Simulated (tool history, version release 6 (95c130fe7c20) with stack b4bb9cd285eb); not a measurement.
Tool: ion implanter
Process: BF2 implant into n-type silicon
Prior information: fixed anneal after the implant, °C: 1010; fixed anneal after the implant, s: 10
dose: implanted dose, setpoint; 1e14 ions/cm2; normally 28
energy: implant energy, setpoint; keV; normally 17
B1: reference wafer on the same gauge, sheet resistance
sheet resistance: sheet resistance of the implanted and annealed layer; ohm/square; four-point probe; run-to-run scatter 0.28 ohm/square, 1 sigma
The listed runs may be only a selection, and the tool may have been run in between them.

run 1 hour=0 | dose=28 energy=17 | B1=165.02 | sheet_resistance=190.08
run 2 hour=14.7 | dose=28 energy=17 | B1=164.99 | sheet_resistance=189.84
run 3 hour=31.1 | dose=28 energy=17 | B1=164.97 | sheet_resistance=189.45
run 4 hour=41.4 | dose=28 energy=17 | B1=164.95 | sheet_resistance=190.28
run 5 hour=51.1 | dose=28 energy=17 | B1=165.05 | sheet_resistance=189.49
run 6 hour=61.4 | dose=28 energy=17 | B1=164.96 | sheet_resistance=190.5
run 7 hour=70.3 | dose=28 energy=17 | B1=165.12 | sheet_resistance=190.22
run 8 hour=77.1 | dose=28 energy=17 | B1=164.92 | sheet_resistance=189.73
run 9 hour=95 | dose=28 energy=17 | B1=164.93 | sheet_resistance=190.28
run 10 hour=112 | dose=23.13 energy=14 | B1=164.95 | sheet_resistance=211.55
run 11 hour=151.9 | dose=23.13 energy=14 | B1=164.95 | sheet_resistance=212.22
run 12 hour=167.3 | dose=23.78 energy=17 | B1=165.05 | sheet_resistance=193.69
-- hour=168.6 gauge calibrated
run 13 hour=184.3 | dose=23.13 energy=14 | B1=165.01 | sheet_resistance=211.33
run 14 hour=199.4 | dose=24.06 energy=22 | B1=164.97 | sheet_resistance=169.96
run 15 hour=216.2 | dose=28 energy=17 | B1=165.06 | sheet_resistance=190.57
-- hour=234.5 extraction supply calibrated
-- hour=236.4 Faraday cup replaced and dose calibrated
run 16 hour=236.9 | dose=32.27 energy=20 | B1=164.97 | sheet_resistance=173.21
run 17 hour=237.8 | dose=28 energy=18.5 | B1=164.96 | sheet_resistance=182.26
run 18 hour=284.2 | dose=28 energy=17 | B1=165.07 | sheet_resistance=190.41
run 19 hour=299.3 | dose=28 energy=17 | B1=165 | sheet_resistance=189.91
run 20 hour=307.4 | dose=34.67 energy=22.5 | B1=164.9 | sheet_resistance=162.65
run 21 hour=321.6 | dose=25.76 energy=14.5 | B1=165.08 | sheet_resistance=205.97
run 22 hour=337.5 | dose=23.42 energy=17 | B1=165.01 | sheet_resistance=193.35
run 23 hour=345.7 | dose=28 energy=14 | B1=164.93 | sheet_resistance=207.64

Below are 5 alternative next runs, each starting from the tool's condition after run 23. Predict each:
run A hour=346.1 | dose=28 energy=13 | B1=? | sheet_resistance=?
run B hour=346.1 | dose=33.2 energy=22 | B1=? | sheet_resistance=?
run C hour=346.1 | dose=28 energy=12.5 | B1=? | sheet_resistance=?
run D hour=346.1 | dose=34.63 energy=14 | B1=? | sheet_resistance=?
run E hour=346.1 | dose=21.33 energy=17 | B1=? | sheet_resistance=?

run=A B1=164.96 sheet_resistance=214.92
run=B B1=164.96 sheet_resistance=165.88
run=C B1=164.96 sheet_resistance=218.59
run=D B1=164.96 sheet_resistance=203.69
run=E B1=164.96 sheet_resistance=195.94
The same runs, with their run-to-run variation unchanged, on a tool lacking any hidden condition would have given:
run=A sheet_resistance=214.92
run=B sheet_resistance=165.88
run=C sheet_resistance=218.59
run=D sheet_resistance=203.69
run=E sheet_resistance=195.94

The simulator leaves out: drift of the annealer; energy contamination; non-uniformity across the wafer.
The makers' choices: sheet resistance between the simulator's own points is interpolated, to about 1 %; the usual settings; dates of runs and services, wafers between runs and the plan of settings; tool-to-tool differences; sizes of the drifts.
